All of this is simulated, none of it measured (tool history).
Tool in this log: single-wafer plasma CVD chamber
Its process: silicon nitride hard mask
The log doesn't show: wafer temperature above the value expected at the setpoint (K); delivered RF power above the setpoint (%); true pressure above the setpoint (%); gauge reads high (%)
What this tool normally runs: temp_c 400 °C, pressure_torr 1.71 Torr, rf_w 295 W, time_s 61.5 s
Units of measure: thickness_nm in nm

run	hour	temp_c	pressure_torr	rf_w	time_s	wafers since the last listed run	hours since the last thermocouple change	hours since the last RF generator calibration	hours since the last manometer calibration	hours since the showerhead was replaced	hours since the gauge calibration	read-back reference wafer on the same gauge, thickness_nm	thickness_nm
1	0.0	400	1.71	295	61.5	0	2010.7	1180.2	423.7	4941.2	306.6	85.330	71.048
2	90.8	400	1.71	295	61.5	1726	2101.5	1271.0	514.5	5032.0	397.4	85.198	70.912
3	152.4	400	1.71	295	61.5	1171	2163.1	1332.6	576.1	5093.6	459.0	85.392	70.886
4	215.7	400	1.71	295	61.5	1203	2226.4	1395.9	639.4	5156.9	522.3	85.447	70.334
5	379.9	400	1.71	295	61.5	3122	2390.6	1560.1	803.6	5321.1	686.5	85.608	70.731
6	447.6	400	1.71	295	61.5	1287	2458.3	1627.8	871.3	5388.8	754.2	85.488	71.415
# hour 471.6: thermocouple changed; heater temperature recalibrated
7	508.5	400	1.47	295	61.5	1005	36.9	1688.7	932.2	5449.7	815.1	85.371	67.606
# hour 559.8: showerhead replaced
8	573.2	400	1.47	295	61.5	1078	101.6	1753.4	996.9	13.4	879.8	85.261	67.913
9	619.9	400	1.47	295	61.5	888	148.3	1800.1	1043.6	60.1	926.5	85.363	67.464
10	666.9	400	1.71	295	69.6	893	195.3	1847.1	1090.6	107.1	973.5	85.522	80.461
11	725.4	400	1.71	295	69.6	1112	253.8	1905.6	1149.1	165.6	1032.0	85.393	80.317
12	794.9	400	1.71	295	69.6	1321	323.3	1975.1	1218.6	235.1	1101.5	85.553	80.327
13	821.1	400	2.01	295	61.5	498	349.5	2001.3	1244.8	261.3	1127.7	85.312	74.895
14	871.3	400	2.01	295	61.5	954	399.7	2051.5	1295.0	311.5	1177.9	85.407	74.867
15	904.5	400	1.53	295	61.5	631	432.9	2084.7	1328.2	344.7	1211.1	85.439	68.920
16	930.2	394	1.71	295	56.4	488	458.6	2110.4	1353.9	370.4	1236.8	85.250	64.893
# hour 1005.6: capacitance manometer re-zeroed and calibrated
17	1006.1	400	1.98	265	61.5	1291	534.5	2186.3	0.5	446.3	1312.7	85.427	68.934
# hour 1022.0: gauge calibrated
18	1028.3	394	1.71	320	61.5	422	556.7	2208.5	22.7	468.5	6.3	85.462	72.155
19	1067.1	400	1.71	295	67.8	737	595.5	2247.3	61.5	507.3	45.1	85.400	76.447
20	1108.8	400	1.31	295	61.5	792	637.2	2289.0	103.2	549.0	86.8	85.235	63.074
21	1136.7	400	1.71	295	61.5	530	665.1	2316.9	131.1	576.9	114.7	85.236	69.688
# hour 1182.5: RF generator calibrated
22	1183.1	400	1.98	295	61.5	730	711.5	0.6	177.5	623.3	161.1	85.393	75.203
23	1223.4	413	1.92	295	61.5	766	751.8	40.9	217.8	663.6	201.4	85.537	75.297
24	1365.0	400	1.71	295	61.5	2692	893.4	182.5	359.4	805.2	343.0	85.204	71.965
25	1427.7	392	2.06	295	54.4	1192	956.1	245.2	422.1	867.9	405.7	85.354	68.479
26	1455.9	414	1.71	320	73.0	536	984.3	273.4	450.3	896.1	433.9	85.343	87.665
27	1502.0	400	1.71	295	61.5	876	1030.4	319.5	496.4	942.2	480.0	85.391	72.020
28	1551.0	400	1.71	295	72.4	931	1079.4	368.5	545.4	991.2	529.0	85.549	84.686

Same runs, no hidden state in the tool, same run-to-run variation:
run	thickness_nm
1	72.141
2	71.948
3	71.894
4	71.311
5	71.678
6	72.363
7	68.416
8	68.723
9	68.267
10	81.519
11	81.374
12	81.387
13	76.009
14	75.985
15	69.772
16	65.756
17	71.668
18	74.805
19	79.167
20	65.181
21	71.961
22	75.012
23	75.143
24	71.896
25	68.533
26	87.649
27	72.080
28	84.812
